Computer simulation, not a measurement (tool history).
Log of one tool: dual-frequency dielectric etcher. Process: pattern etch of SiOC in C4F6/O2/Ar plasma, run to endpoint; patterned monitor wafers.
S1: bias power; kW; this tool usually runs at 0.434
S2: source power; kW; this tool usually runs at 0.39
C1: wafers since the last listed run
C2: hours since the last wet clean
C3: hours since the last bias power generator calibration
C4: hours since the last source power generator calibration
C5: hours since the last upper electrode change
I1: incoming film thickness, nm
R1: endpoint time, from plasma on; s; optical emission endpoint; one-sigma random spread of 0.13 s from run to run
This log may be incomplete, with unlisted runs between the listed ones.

run	hour	S1	S2	C1	C2	C3	C4	C5	I1	R1
1	0	0.434	0.39	0	454.5	3946.8	1582.9	4696.8	44.6	18.6
2	24.1	0.434	0.39	505	478.6	3970.9	1607	4720.9	45.31	19
3	45.6	0.434	0.39	451	500.1	3992.4	1628.5	4742.4	44.77	18.6
4	71.8	0.434	0.39	549	526.3	4018.6	1654.7	4768.6	45.08	18.6
5	96.2	0.434	0.39	512	550.7	4043	1679.1	4793	44.55	18.7
6	123.9	0.434	0.39	581	578.4	4070.7	1706.8	4820.7	45.13	18.7
# hour 180.4: wet clean of the chamber
7	180.9	0.434	0.39	692	0.5	4127.7	1763.8	4877.7	45.17	17.7
# hour 187.4: bias power generator calibrated
8	193.9	0.434	0.35	188	13.5	6.5	1776.8	4890.7	45.02	18.4
9	206.4	0.434	0.39	262	26	19	1789.3	4903.2	44.7	17.5
10	240.8	0.434	0.39	721	60.4	53.4	1823.7	4937.6	44.98	17.8
11	265.8	0.434	0.39	524	85.4	78.4	1848.7	4962.6	44.96	17.8
12	289.9	0.346	0.39	505	109.5	102.5	1872.8	4986.7	44.74	19.8
13	319.3	0.487	0.39	616	138.9	131.9	1902.2	5016.1	44.82	16.6
# hour 346.1: source power generator calibrated
14	351.9	0.517	0.31	600	171.5	164.5	5.8	5048.7	44.59	17.7
15	371.1	0.523	0.39	402	190.7	183.7	25	5067.9	45.14	16.3
16	391.8	0.483	0.36	434	211.4	204.4	45.7	5088.6	44.94	17.5
17	425.4	0.477	0.42	705	245	238	79.3	5122.2	45.42	17.2
18	457.9	0.336	0.47	681	277.5	270.5	111.8	5154.7	44.51	19.4
19	483.2	0.489	0.39	530	302.8	295.8	137.1	5180	44.87	17.2
# hour 515.6: upper electrode replaced
20	516.1	0.351	0.44	186	335.7	328.7	170	0.5	44.93	19.4
21	526.4	0.434	0.39	216	346	339	180.3	10.8	45.06	18.4
22	548.9	0.434	0.33	472	368.5	361.5	202.8	33.3	45.33	19.7
23	567.2	0.486	0.44	384	386.8	379.8	221.1	51.6	44.98	16.6
24	591.2	0.434	0.39	503	410.8	403.8	245.1	75.6	45.1	18.5
25	613.3	0.486	0.3	463	432.9	425.9	267.2	97.7	45.27	19.2
26	642.6	0.434	0.39	614	462.2	455.2	296.5	127	44.91	18.5
27	664.9	0.484	0.36	467	484.5	477.5	318.8	149.3	44.66	18
28	691.6	0.342	0.33	560	511.2	504.2	345.5	176	44.65	21.8
# hour 722.9: wet clean of the chamber
29	723.4	0.526	0.39	163	0.5	536	377.3	207.8	45.02	16.2
30	737.4	0.509	0.39	293	14.5	550	391.3	221.8	45.02	16.5
31	769.4	0.379	0.34	671	46.5	582	423.3	253.8	45.21	19.9
32	816.6	0.434	0.39	990	93.7	629.2	470.5	301	44.65	17.8
33	897.4	0.339	0.39	1695	174.5	710	551.3	381.8	44.89	20.4
34	917.9	0.4	0.39	430	195	730.5	571.8	402.3	45.2	19
35	937.2	0.476	0.49	404	214.3	749.8	591.1	421.6	44.87	16.1
36	953.5	0.434	0.39	342	230.6	766.1	607.4	437.9	44.6	18.2

3 options for the next run, each taken on its own from the tool as it stands now. Forecast them:
A	953.9	0.434	0.32	8	231	766.5	607.8	438.3	44.66	?
B	953.9	0.401	0.39	8	231	766.5	607.8	438.3	44.66	?
C	953.9	0.356	0.36	8	231	766.5	607.8	438.3	44.66	?

run	R1
A	19.4
B	19
C	20.7
With no hidden state in the tool, these same runs would have given:
run	R1
A	18.9
B	18.5
C	20.2

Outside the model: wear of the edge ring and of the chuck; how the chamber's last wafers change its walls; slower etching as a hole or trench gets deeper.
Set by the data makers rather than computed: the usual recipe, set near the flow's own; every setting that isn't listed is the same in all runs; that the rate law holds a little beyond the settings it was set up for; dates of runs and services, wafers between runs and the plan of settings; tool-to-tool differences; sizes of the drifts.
